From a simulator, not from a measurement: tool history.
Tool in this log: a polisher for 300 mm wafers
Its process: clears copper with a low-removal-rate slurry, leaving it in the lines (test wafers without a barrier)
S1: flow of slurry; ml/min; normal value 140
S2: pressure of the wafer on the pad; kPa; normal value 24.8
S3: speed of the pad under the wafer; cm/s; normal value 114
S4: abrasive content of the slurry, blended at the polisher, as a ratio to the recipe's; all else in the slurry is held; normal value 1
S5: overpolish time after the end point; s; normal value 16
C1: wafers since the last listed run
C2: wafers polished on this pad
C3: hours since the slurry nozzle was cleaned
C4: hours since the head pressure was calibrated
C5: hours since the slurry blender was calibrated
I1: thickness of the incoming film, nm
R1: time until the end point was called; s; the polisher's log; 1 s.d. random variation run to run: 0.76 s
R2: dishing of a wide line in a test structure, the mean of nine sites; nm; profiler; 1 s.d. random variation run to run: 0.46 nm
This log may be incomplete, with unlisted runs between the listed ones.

run,hour,S1,S2,S3,S4,S5,C1,C2,C3,C4,C5,I1,R1,R2
1,0,140,24.8,114,1,16,0,909,767.9,4.9,434.6,306.6,82.8,34
2,32.2,105,24.8,98,1,16,193,1103,800.1,37.1,466.8,300,102.1,29
3,89.8,105,24.8,98,1,16,346,1449,857.7,94.7,524.4,300.8,102.2,29
# hour 157.4: slurry blender recalibrated
# hour 220.6: slurry nozzle cleaned
4,249.4,105,24.8,98,1,16,940,2390,28.8,254.3,92,305.6,115.4,26.9
5,308,140,24.8,114,1,16,352,2742,87.4,312.9,150.6,295,87.2,32.7
6,356.4,140,24.8,76,1.15,16,290,3033,135.8,361.3,199,302.7,132.2,24.2
# hour 368.6: worn pad replaced by a new one
7,415.1,140,29.6,96,1,16,328,279,194.5,420,257.7,303.2,93,31.9
8,460.8,140,24.8,114,1,20,274,553,240.2,465.7,303.4,297.2,90.3,37.3
9,505.7,140,24.8,114,1,22,269,823,285.1,510.6,348.3,301.2,92.6,38.1
10,534.5,140,24.8,114,1,16,173,996,313.9,539.4,377.1,301.7,92.9,31.2
11,592.7,140,24.8,114,1,13,349,1346,372.1,597.6,435.3,297.1,92.8,26.1
12,624.4,180,27.6,114,1,11,190,1536,403.8,629.3,467,296.3,77.5,27.2
13,655.7,170,24.8,114,0.75,16,188,1724,435.1,660.6,498.3,302.1,93.7,31.5
# hour 678.4: head pressure recalibrated
14,706.7,185,33.1,114,0.8,16,294,2019,486.1,28.3,549.3,299.7,66.7,38.7
15,738.2,140,24.8,102,1,16,189,2208,517.6,59.8,580.8,302,107.8,27.9
# hour 749.5: slurry blender recalibrated
# hour 783.2: slurry nozzle cleaned, repeated, since the last time left the tool worse
16,784.4,140,24.8,114,1,19,259,2468,1.2,106,34.9,299.6,76.6,40
17,812,165,24.8,130,0.9,7,165,2633,28.8,133.6,62.5,301.8,66.6,21.2
18,868.1,175,24.8,114,1,16,337,2971,84.9,189.7,118.6,300.6,74.6,37.3
19,910,140,24.8,114,1,16,251,3222,126.8,231.6,160.5,296.1,76.7,35.6
# hour 941.7: worn pad replaced by a new one
20,1117.6,140,24.8,114,1,19,1223,1057,334.4,439.2,368.1,295.8,78.6,39.1

Run 21, settings as shown, results not yet in. Your forecast:
21,1181.4,140,24.8,146,0.7,16,383,1440,398.2,503,431.9,298.1,?,?

{"run 21": {"R1": 65.8, "R2": 40.3}}
On a tool with no hidden condition, and with the same random variation, this run would have come out at R1 63.2 s, R2 41.3 nm.

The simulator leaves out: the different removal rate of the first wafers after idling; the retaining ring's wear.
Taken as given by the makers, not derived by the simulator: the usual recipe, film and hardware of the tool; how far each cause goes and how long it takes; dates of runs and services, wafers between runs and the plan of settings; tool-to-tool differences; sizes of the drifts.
